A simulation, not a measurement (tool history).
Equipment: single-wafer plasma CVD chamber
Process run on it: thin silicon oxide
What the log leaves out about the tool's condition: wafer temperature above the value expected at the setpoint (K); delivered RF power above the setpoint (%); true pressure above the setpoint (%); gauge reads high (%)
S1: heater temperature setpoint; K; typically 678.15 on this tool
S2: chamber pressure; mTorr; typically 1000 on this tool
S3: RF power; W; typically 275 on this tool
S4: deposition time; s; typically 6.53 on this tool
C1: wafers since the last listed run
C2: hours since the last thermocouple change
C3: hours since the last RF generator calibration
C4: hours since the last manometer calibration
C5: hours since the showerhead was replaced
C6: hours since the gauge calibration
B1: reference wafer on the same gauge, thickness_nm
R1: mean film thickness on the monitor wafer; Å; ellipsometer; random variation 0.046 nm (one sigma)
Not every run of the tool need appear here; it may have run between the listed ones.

Run 1, hour 0.0: usual settings but S1 669.15 K; C1 0; C2 1150.8; C3 1153.5; C4 2054.6; C5 5911.0; C6 337.9; B1 11.099. Result: R1 140.81 Å.
Run 2, hour 46.1: usual settings but S1 669.15 K; C1 2234; C2 1196.9; C3 1199.6; C4 2100.7; C5 5957.1; C6 384.0; B1 11.102. Result: R1 141.61 Å.
Run 3, hour 107.2: usual settings but S1 669.15 K; C1 2961; C2 1258.0; C3 1260.7; C4 2161.8; C5 6018.2; C6 445.1; B1 11.103. Result: R1 142.05 Å.
Run 4, hour 207.1: usual settings; C1 4842; C2 1357.9; C3 1360.6; C4 2261.7; C5 6118.1; C6 545.0; B1 11.088. Result: R1 140.45 Å.
At hour 371.4: capacitance manometer re-zeroed and calibrated.
At hour 399.6: thermocouple changed; heater temperature recalibrated.
At hour 447.4: showerhead replaced.
Run 5, hour 481.6: usual settings; C1 12142; C2 82.0; C3 1635.1; C4 110.2; C5 34.2; C6 819.5; B1 11.093. Result: R1 129.39 Å.
Run 6, hour 537.0: usual settings but S1 689.15 K; C1 2685; C2 137.4; C3 1690.5; C4 165.6; C5 89.6; C6 874.9; B1 11.101. Result: R1 128.30 Å.
Run 7, hour 610.6: usual settings but S1 689.15 K; C1 3567; C2 211.0; C3 1764.1; C4 239.2; C5 163.2; C6 948.5; B1 11.098. Result: R1 129.80 Å.
Run 8, hour 666.0: usual settings but S2 820 mTorr; C1 2685; C2 266.4; C3 1819.5; C4 294.6; C5 218.6; C6 1003.9; B1 11.107. Result: R1 101.53 Å.
At hour 689.0: RF generator calibrated.
Run 9, hour 757.3: usual settings but S1 690.15 K, S2 920 mTorr, S4 5.35 s; C1 4037; C2 357.7; C3 68.3; C4 385.9; C5 309.9; C6 1095.2; B1 11.100. Result: R1 99.64 Å.
At hour 757.6: gauge calibrated.
Run 10, hour 817.1: usual settings but S2 1210 mTorr, S3 310 W; C1 2898; C2 417.5; C3 128.1; C4 445.7; C5 369.7; C6 59.5; B1 11.099. Result: R1 164.44 Å.
Run 11, hour 867.1: usual settings but S1 685.15 K, S3 290 W, S4 7.76 s; C1 2423; C2 467.5; C3 178.1; C4 495.7; C5 419.7; C6 109.5; B1 11.102. Result: R1 164.11 Å.
Run 12, hour 930.0: usual settings but S1 673.15 K; C1 3049; C2 530.4; C3 241.0; C4 558.6; C5 482.6; C6 172.4; B1 11.089. Result: R1 136.58 Å.
Run 13, hour 1002.3: usual settings but S1 689.15 K; C1 3504; C2 602.7; C3 313.3; C4 630.9; C5 554.9; C6 244.7; B1 11.103. Result: R1 136.23 Å.
Run 14, hour 1041.3: usual settings; C1 1890; C2 641.7; C3 352.3; C4 669.9; C5 593.9; C6 283.7; B1 11.098. Result: R1 136.84 Å.

What was the tool's hidden state at every run in the log?
wafer temperature above the value expected at the setpoint (K): 0, the same for each run
gauge reads high (%): 0, the same for each run
H1: delivered RF power above the setpoint (%)
H2: true pressure above the setpoint (%)
run      H1      H2
  1   -5.55    7.63
  2   -5.73    7.67
  3   -5.98    7.72
  4   -6.38    7.79
  5   -7.49  -0.685
  6   -7.72  -0.205
  7   -8.01   0.385
  8   -8.24   0.795
  9  -0.362    1.41
 10  -0.604    1.78
 11  -0.806    2.07
 12   -1.06    2.41
 13   -1.35    2.77
 14   -1.51    2.95

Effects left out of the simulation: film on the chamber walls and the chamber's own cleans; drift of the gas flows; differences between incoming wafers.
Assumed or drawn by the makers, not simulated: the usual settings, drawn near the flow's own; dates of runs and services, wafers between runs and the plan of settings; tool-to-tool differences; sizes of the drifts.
